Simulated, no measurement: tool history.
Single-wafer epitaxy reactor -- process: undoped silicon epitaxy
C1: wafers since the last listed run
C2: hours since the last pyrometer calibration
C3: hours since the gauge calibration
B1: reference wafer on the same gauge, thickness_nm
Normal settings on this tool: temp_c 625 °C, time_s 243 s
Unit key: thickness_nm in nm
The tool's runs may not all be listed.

run 1 hour=0 | temp_c=625 time_s=243 | C1=0 C2=1578 C3=187.8 | B1=26.908 | thickness_nm=25.909
run 2 hour=15.1 | temp_c=625 time_s=243 | C1=82 C2=1593.1 C3=202.9 | B1=26.942 | thickness_nm=26.039
run 3 hour=26.3 | temp_c=625 time_s=243 | C1=61 C2=1604.3 C3=214.1 | B1=26.841 | thickness_nm=26.002
run 4 hour=41.6 | temp_c=625 time_s=258 | C1=83 C2=1619.6 C3=229.4 | B1=26.917 | thickness_nm=27.675
run 5 hour=53.8 | temp_c=625 time_s=258 | C1=66 C2=1631.8 C3=241.6 | B1=26.923 | thickness_nm=27.846
run 6 hour=66.9 | temp_c=618 time_s=273 | C1=71 C2=1644.9 C3=254.7 | B1=26.875 | thickness_nm=25.73
-- hour=77.5 gauge calibrated
run 7 hour=83.4 | temp_c=618 time_s=273 | C1=89 C2=1661.4 C3=5.9 | B1=26.897 | thickness_nm=25.576
run 8 hour=92.7 | temp_c=618 time_s=273 | C1=50 C2=1670.7 C3=15.2 | B1=26.887 | thickness_nm=25.667
run 9 hour=108.6 | temp_c=625 time_s=243 | C1=86 C2=1686.6 C3=31.1 | B1=26.877 | thickness_nm=26.196
-- hour=120.2 pyrometer calibrated
run 10 hour=120.7 | temp_c=619 time_s=199 | C1=22 C2=0.5 C3=43.2 | B1=26.911 | thickness_nm=20.091

What will run 11 give?
run 11 hour=126.9 | temp_c=629 time_s=264 | C1=33 C2=6.7 C3=49.4 | B1=? | thickness_nm=?

{"run 11": {"B1": 26.875, "thickness_nm": 32.508}}
Minus the tool's unlogged condition, the same run would have read thickness_nm 27.826 nm.
